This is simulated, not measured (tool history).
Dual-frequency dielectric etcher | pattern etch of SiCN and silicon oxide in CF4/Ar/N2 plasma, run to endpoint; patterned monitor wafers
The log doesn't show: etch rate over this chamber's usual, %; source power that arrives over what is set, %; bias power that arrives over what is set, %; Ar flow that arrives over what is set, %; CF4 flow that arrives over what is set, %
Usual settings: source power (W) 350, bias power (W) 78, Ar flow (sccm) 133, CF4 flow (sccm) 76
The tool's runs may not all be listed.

| run | hour | source power (W) | bias power (W) | Ar flow (sccm) | CF4 flow (sccm) | wafers since the last listed run | hours since the last wet clean | hours since the last source power generator calibration | hours since the last bias power generator calibration | hours since the last Ar flow controller change | hours since the last CF4 flow controller change | hours since the last upper electrode change | incoming incoming film thickness, nm | endpoint time (s) |
|---|---|---|---|---|---|---|---|---|---|---|---|---|---|---|
| 1 | 0 | 350 | 71 | 133 | 76 | 0 | 168.9 | 1882.9 | 1175.9 | 231.5 | 3076.8 | 1589.8 | 12.66 | 19.8 |
|  | 25.3 | CF4 flow controller replaced |
| 2 | 46.4 | 350 | 71 | 133 | 76 | 843 | 215.3 | 1929.3 | 1222.3 | 277.9 | 21.1 | 1636.2 | 12.86 | 19.8 |
| 3 | 101.7 | 350 | 78 | 133 | 76 | 1154 | 270.6 | 1984.6 | 1277.6 | 333.2 | 76.4 | 1691.5 | 12.71 | 19.4 |
| 4 | 135.5 | 350 | 78 | 133 | 76 | 705 | 304.4 | 2018.4 | 1311.4 | 367 | 110.2 | 1725.3 | 12.53 | 18.8 |
| 5 | 160.7 | 350 | 78 | 133 | 76 | 525 | 329.6 | 2043.6 | 1336.6 | 392.2 | 135.4 | 1750.5 | 12.76 | 19.4 |
| 6 | 235 | 400 | 78 | 133 | 76 | 1550 | 403.9 | 2117.9 | 1410.9 | 466.5 | 209.7 | 1824.8 | 12.82 | 17.1 |
|  | 268.3 | bias power generator calibrated |
|  | 299.8 | wet clean of the chamber |
| 7 | 303.4 | 350 | 78 | 133 | 66 | 843 | 3.6 | 2186.3 | 35.1 | 534.9 | 278.1 | 1893.2 | 12.59 | 19.1 |
|  | 314.2 | source power generator calibrated |
| 8 | 337.5 | 390 | 78 | 112 | 76 | 628 | 37.7 | 23.3 | 69.2 | 569 | 312.2 | 1927.3 | 12.65 | 16.8 |
| 9 | 393 | 300 | 78 | 133 | 76 | 1158 | 93.2 | 78.8 | 124.7 | 624.5 | 367.7 | 1982.8 | 12.74 | 22.4 |
| 10 | 452.7 | 350 | 78 | 133 | 59 | 1246 | 152.9 | 138.5 | 184.4 | 684.2 | 427.4 | 2042.5 | 12.71 | 19.6 |
|  | 513.7 | upper electrode replaced |
| 11 | 514.2 | 350 | 78 | 133 | 76 | 782 | 214.4 | 200 | 245.9 | 745.7 | 488.9 | 0.5 | 12.89 | 19.4 |
| 12 | 546.9 | 290 | 86 | 156 | 88 | 682 | 247.1 | 232.7 | 278.6 | 778.4 | 521.6 | 33.2 | 12.57 | 22.4 |
| 13 | 613.9 | 380 | 78 | 133 | 76 | 1398 | 314.1 | 299.7 | 345.6 | 845.4 | 588.6 | 100.2 | 12.79 | 18 |
| 14 | 661.8 | 310 | 91 | 109 | 94 | 999 | 362 | 347.6 | 393.5 | 893.3 | 636.5 | 148.1 | 12.67 | 19.5 |
| 15 | 704.3 | 350 | 78 | 133 | 76 | 887 | 404.5 | 390.1 | 436 | 935.8 | 679 | 190.6 | 12.73 | 19.1 |
| 16 | 750.6 | 320 | 78 | 148 | 76 | 966 | 450.8 | 436.4 | 482.3 | 982.1 | 725.3 | 236.9 | 12.6 | 21.2 |
|  | 800.3 | wet clean of the chamber |
| 17 | 800.8 | 350 | 91 | 133 | 76 | 546 | 0.5 | 486.6 | 532.5 | 1032.3 | 775.5 | 287.1 | 12.71 | 18.3 |
| 18 | 854.9 | 350 | 78 | 133 | 76 | 1129 | 54.6 | 540.7 | 586.6 | 1086.4 | 829.6 | 341.2 | 12.62 | 19 |
| 19 | 885.2 | 350 | 78 | 133 | 58 | 632 | 84.9 | 571 | 616.9 | 1116.7 | 859.9 | 371.5 | 12.63 | 19.8 |
| 20 | 913 | 350 | 78 | 133 | 76 | 580 | 112.7 | 598.8 | 644.7 | 1144.5 | 887.7 | 399.3 | 12.83 | 19.3 |
| 21 | 939.4 | 350 | 78 | 133 | 76 | 551 | 139.1 | 625.2 | 671.1 | 1170.9 | 914.1 | 425.7 | 12.66 | 19.1 |

The next listed run, before its measurement:
| 22 | 975.2 | 270 | 63 | 164 | 70 | 747 | 174.9 | 661 | 706.9 | 1206.7 | 949.9 | 461.5 | 12.67 | ? |

{"run 22": {"endpoint time (s)": 27}}
Without the tool's hidden state the same run would have given endpoint time (s) 27.
